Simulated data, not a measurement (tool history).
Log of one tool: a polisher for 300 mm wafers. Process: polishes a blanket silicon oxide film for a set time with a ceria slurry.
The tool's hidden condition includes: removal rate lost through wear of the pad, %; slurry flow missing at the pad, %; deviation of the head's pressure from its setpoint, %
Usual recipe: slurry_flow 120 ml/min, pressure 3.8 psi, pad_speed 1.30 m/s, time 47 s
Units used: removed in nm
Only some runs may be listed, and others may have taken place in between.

run,hour,slurry_flow,pressure,pad_speed,time,wafers since the last listed run,wafers polished on this pad,hours since the slurry nozzle was cleaned,hours since the head pressure was calibrated,"incoming thickness of the incoming film, nm",removed
1,0.0,120,3.8,1.30,47,0,1794,264.1,880.0,939.4,292.5
# hour 77.6: head pressure recalibrated
2,106.2,120,3.8,1.02,47,680,2475,370.3,28.6,931.3,261.0
3,150.4,120,3.8,1.02,47,288,2763,414.5,72.8,912.7,255.8
4,225.2,120,3.8,1.02,47,488,3252,489.3,147.6,939.4,249.3
# hour 255.8: worn pad replaced by a new one
# hour 284.4: slurry nozzle cleaned
5,301.5,120,3.8,1.30,47,465,291,17.1,223.9,925.5,321.3
6,382.0,120,3.8,1.30,47,525,817,97.6,304.4,931.9,316.3
7,449.2,120,3.8,1.30,47,438,1256,164.8,371.6,931.2,310.5
8,577.3,120,3.8,1.30,47,836,2092,292.9,499.7,944.6,315.6
9,680.3,120,3.8,1.30,47,672,2765,395.9,602.7,939.5,308.7
10,725.3,145,3.8,1.30,47,293,3059,440.9,647.7,924.5,313.6
# hour 784.4: slurry nozzle cleaned
# hour 890.7: worn pad replaced by a new one
11,923.7,145,3.8,1.30,47,1262,215,139.3,846.1,945.2,313.8
12,968.6,145,3.8,1.30,47,293,508,184.2,891.0,921.8,307.8
# hour 987.5: head pressure recalibrated
13,1045.8,120,4.2,1.30,47,491,999,261.4,58.3,935.7,362.0
14,1089.3,120,4.2,1.30,47,284,1283,304.9,101.8,917.8,361.1
15,1138.0,120,3.8,1.18,47,317,1601,353.6,150.5,940.1,301.1
16,1191.0,120,3.8,1.18,47,346,1947,406.6,203.5,920.8,295.4
17,1267.5,150,3.8,1.30,47,499,2447,483.1,280.0,934.2,334.2
18,1346.4,150,4.5,1.30,54,515,2962,562.0,358.9,930.0,442.3
# hour 1412.7: worn pad replaced by a new one, of another model than before
# hour 1427.2: slurry nozzle cleaned
19,1427.7,120,3.8,1.64,41,498,91,0.5,440.2,941.1,320.1
20,1466.6,100,3.8,0.98,47,253,345,39.4,479.1,939.6,262.9
21,1553.8,120,3.8,1.64,62,569,914,126.6,566.3,928.7,477.8
22,1616.8,85,4.4,1.72,52,411,1326,189.6,629.3,919.7,398.4
23,1716.4,95,3.8,1.30,47,650,1976,289.2,728.9,933.7,295.7
24,1795.0,120,3.8,1.10,47,513,2489,367.8,807.5,917.3,282.0
25,1850.0,120,3.8,1.30,47,359,2849,422.8,862.5,925.6,305.5
# hour 1856.8: head pressure recalibrated
# hour 1996.9: slurry nozzle cleaned
26,2049.8,120,4.8,1.30,47,1285,4134,52.9,193.0,930.9,371.6
# hour 2077.4: worn pad replaced by a new one
27,2275.5,90,3.8,1.04,39,1447,1293,278.6,418.7,925.8,221.3
28,2336.7,120,3.3,1.12,55,399,1692,339.8,479.9,929.3,313.5
29,2386.3,155,3.8,1.30,52,323,2016,389.4,529.5,918.0,369.8
30,2456.7,120,3.8,1.30,47,459,2476,459.8,599.9,941.1,319.6
31,2529.6,120,3.8,1.30,47,476,2952,532.7,672.8,916.5,308.5
# hour 2569.7: slurry nozzle cleaned
32,2593.2,140,3.8,1.30,47,408,3361,23.5,736.4,937.6,327.7
# hour 2636.0: worn pad replaced by a new one
33,2683.7,120,3.8,1.60,58,564,311,114.0,826.9,930.1,444.6
# hour 2690.1: head pressure recalibrated
34,2754.8,120,2.9,1.30,35,451,762,185.1,64.7,934.7,219.8
35,2830.0,120,3.2,1.16,47,491,1253,260.3,139.9,940.7,279.9

Below are 5 alternative next runs, each starting from the tool's condition after run 35. Predict each:
A,2830.4,120,3.8,1.30,47,2,1256,260.7,140.3,920.1,?
B,2830.4,120,3.0,1.30,40,2,1256,260.7,140.3,920.1,?
C,2830.4,120,3.8,0.98,53,2,1256,260.7,140.3,920.1,?
D,2830.4,100,4.5,1.52,31,2,1256,260.7,140.3,920.1,?
E,2830.4,120,3.8,0.96,47,2,1256,260.7,140.3,920.1,?

run,removed
A,324.3
B,243.6
C,316.9
D,245.3
E,278.3
With no hidden state in the tool, these same runs would have given:
run,removed
A,328.1
B,246.4
C,320.5
D,248.1
E,281.5
